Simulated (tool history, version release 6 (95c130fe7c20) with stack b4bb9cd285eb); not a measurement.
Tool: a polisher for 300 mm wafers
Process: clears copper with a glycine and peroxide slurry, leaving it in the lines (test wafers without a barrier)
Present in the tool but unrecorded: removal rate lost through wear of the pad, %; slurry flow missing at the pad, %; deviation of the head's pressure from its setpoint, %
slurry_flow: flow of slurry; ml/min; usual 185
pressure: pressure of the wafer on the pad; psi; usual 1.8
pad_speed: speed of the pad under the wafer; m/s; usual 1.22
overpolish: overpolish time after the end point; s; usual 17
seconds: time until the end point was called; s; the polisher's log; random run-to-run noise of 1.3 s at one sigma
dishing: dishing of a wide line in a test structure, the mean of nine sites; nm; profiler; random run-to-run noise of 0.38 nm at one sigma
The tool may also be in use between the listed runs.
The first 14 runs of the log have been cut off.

run   hour  slurry_flow  pressure  pad_speed  overpolish  wafers since the last listed run  wafers polished on this pad  hours since the slurry nozzle was cleaned  hours since the head pressure was calibrated  incoming thickness of the incoming film, nm  seconds  dishing
 15  416.3          200       1.8       1.22          17                                89                          771                                       41.8                                        1239.4                                        573.1    116.1       25
 16    450          140       1.8        1.1          17                               176                          948                                       75.5                                        1273.1                                        576.1    130.2     24.4
       461  -- worn pad replaced by a new one
 17  479.4          185       1.8       1.22          17                               133                           96                                      104.9                                        1302.5                                          583    119.5     26.3
 18  514.2          245       2.3       1.06          17                               182                          279                                      139.7                                        1337.3                                        581.7    107.5     26.2
 19  528.6          185       1.8       1.22          23                                75                          354                                      154.1                                        1351.7                                        579.3    119.1     25.8
 20  554.8          185       1.8       1.22          17                               137                          492                                      180.3                                        1377.9                                        576.6      115     25.1
     572.2  -- head pressure recalibrated
     585.3  -- slurry nozzle cleaned
 21  588.8          185       1.8       0.82          27                               162                          654                                        3.5                                          16.6                                          581    160.5     27.7
 22  620.9          185       1.8       1.22          17                               168                          823                                       35.6                                          48.7                                        579.1    117.6       26
 23  645.1          185       1.8       1.22          17                               126                          950                                       59.8                                          72.9                                        581.8    116.5     24.9
 24    678          135       1.8       1.22          17                               172                         1122                                       92.7                                         105.8                                        572.5    121.6     24.7
 25  690.3          240       1.3       1.22          17                                64                         1187                                        105                                         118.1                                        588.1      146     24.1
     699.7  -- worn pad replaced by a new one
 26  719.4          185       1.8       1.22           9                               131                          103                                      134.1                                         147.2                                        574.8    116.1     20.1
 27  731.5          205       2.2       1.22          10                                63                          166                                      146.2                                         159.3                                        589.9    102.3     22.5
 28  756.5          185       1.8       1.22          17                               131                          298                                      171.2                                         184.3                                        578.6    118.2       25
 29  781.4          130       1.4       1.56          21                               130                          428                                      196.1                                         209.2                                        581.7    123.1     25.1
 30  814.6          245       1.8       0.98          17                               174                          603                                      229.3                                         242.4                                        588.5    137.5     24.3
     822.6  -- slurry nozzle cleaned
 31  847.6          135       1.5       1.22          17                               167                          770                                         25                                         275.4                                        579.2      140     23.8
 32    877          185       2.3        0.9          17                               154                          925                                       54.4                                         304.8                                        592.6    125.9     25.8
     892.5  -- worn pad replaced by a new one
 33    893          185       1.8       1.22          17                                62                            2                                       70.4                                         320.8                                          590    119.4     25.7
 34  922.3          185       1.8       1.36          17                               153                          156                                       99.7                                         350.1                                        578.2    107.1     25.3

Branching from run 34: 4 alternative next runs. What would each branch give?
  A  922.8          220       1.8       1.22          17                                 2                          159                                      100.2                                         350.6                                        580.7        ?        ?
  B  922.8          185       1.5       1.22          17                                 2                          159                                      100.2                                         350.6                                        580.7        ?        ?
  C  922.8          155       1.6       1.48           8                                 2                          159                                      100.2                                         350.6                                        580.7        ?        ?
  D  922.8          205       1.8       1.04          13                                 2                          159                                      100.2                                         350.6                                        580.7        ?        ?

run  seconds  dishing
  A    115.8     25.8
  B      134     25.1
  C    112.2     19.7
  D    131.9     23.3
Without the tool's unlogged condition, the same runs would have read:
run  seconds  dishing
  A    115.8     25.8
  B      134     25.1
  C    112.2     19.7
  D    131.9     23.3
